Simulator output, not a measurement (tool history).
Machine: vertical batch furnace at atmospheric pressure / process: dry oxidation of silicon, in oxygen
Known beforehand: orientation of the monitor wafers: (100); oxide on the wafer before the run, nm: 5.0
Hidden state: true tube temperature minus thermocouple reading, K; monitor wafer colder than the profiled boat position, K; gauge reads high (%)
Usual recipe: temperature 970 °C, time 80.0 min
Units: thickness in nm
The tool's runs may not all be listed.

run	hour	temperature	time	wafers since the last listed run	hours since the last temperature calibration	hours since the boat lift was adjusted	hours since the gauge calibration	read-back reference wafer on the same gauge, thickness	thickness
1	0.0	961	80.0	0	1295.5	2915.9	276.3	55.40	46.06
2	34.0	970	80.0	248	1329.5	2949.9	310.3	55.40	49.17
3	47.5	970	80.0	98	1343.0	2963.4	323.8	55.40	49.31
4	57.4	970	80.0	72	1352.9	2973.3	333.7	55.42	49.13
5	81.2	970	80.0	174	1376.7	2997.1	357.5	55.45	49.42
6	102.5	970	80.0	155	1398.0	3018.4	378.8	55.38	49.46
7	154.7	970	68.0	382	1450.2	3070.6	431.0	55.40	44.47
8	176.1	970	68.0	156	1471.6	3092.0	452.4	55.39	44.72
9	191.6	970	95.0	113	1487.1	3107.5	467.9	55.36	55.61
# hour 226.8: boat lift adjusted
10	227.3	970	95.0	85	1522.8	0.5	503.6	55.49	55.86
11	233.3	970	95.0	43	1528.8	6.5	509.6	55.39	55.49
12	239.2	970	80.0	43	1534.7	12.4	515.5	55.40	49.76
13	249.3	970	80.0	73	1544.8	22.5	525.6	55.37	49.88
# hour 251.3: gauge calibrated
14	258.8	970	63.5	69	1554.3	32.0	7.5	55.38	42.84
15	274.4	951	52.5	114	1569.9	47.6	23.1	55.42	32.80
16	283.1	970	80.0	63	1578.6	56.3	31.8	55.42	49.57
17	304.9	958	53.5	159	1600.4	78.1	53.6	55.34	35.32
18	321.6	953	41.0	122	1617.1	94.8	70.3	55.40	29.07
19	335.5	980	80.0	101	1631.0	108.7	84.2	55.42	53.90
# hour 361.9: thermocouples replaced and temperature profile calibrated
20	362.4	956	115.5	21	0.5	135.6	111.1	55.41	55.34
21	368.3	970	60.5	43	6.4	141.5	117.0	55.39	40.20
22	387.4	970	111.5	139	25.5	160.6	136.1	55.40	60.47
23	463.7	961	49.5	558	101.8	236.9	212.4	55.37	33.24
24	488.6	970	80.0	182	126.7	261.8	237.3	55.44	47.99
25	501.7	970	80.0	95	139.8	274.9	250.4	55.34	48.06
26	527.1	963	46.5	185	165.2	300.3	275.8	55.44	32.41
27	549.1	970	80.0	161	187.2	322.3	297.8	55.46	48.15
28	560.5	953	45.5	83	198.6	333.7	309.2	55.49	29.32

What would each run have given without the hidden state, its run-to-run variation left as it was?
run	thickness
1	44.76
2	47.83
3	47.94
4	47.75
5	47.99
6	47.99
7	43.06
8	43.27
9	53.75
10	53.91
11	53.53
12	48.01
13	48.10
14	41.32
15	31.21
16	47.73
17	33.83
18	27.64
19	51.46
20	55.18
21	40.12
22	60.33
23	33.16
24	47.87
25	47.94
26	32.32
27	48.02
28	29.21

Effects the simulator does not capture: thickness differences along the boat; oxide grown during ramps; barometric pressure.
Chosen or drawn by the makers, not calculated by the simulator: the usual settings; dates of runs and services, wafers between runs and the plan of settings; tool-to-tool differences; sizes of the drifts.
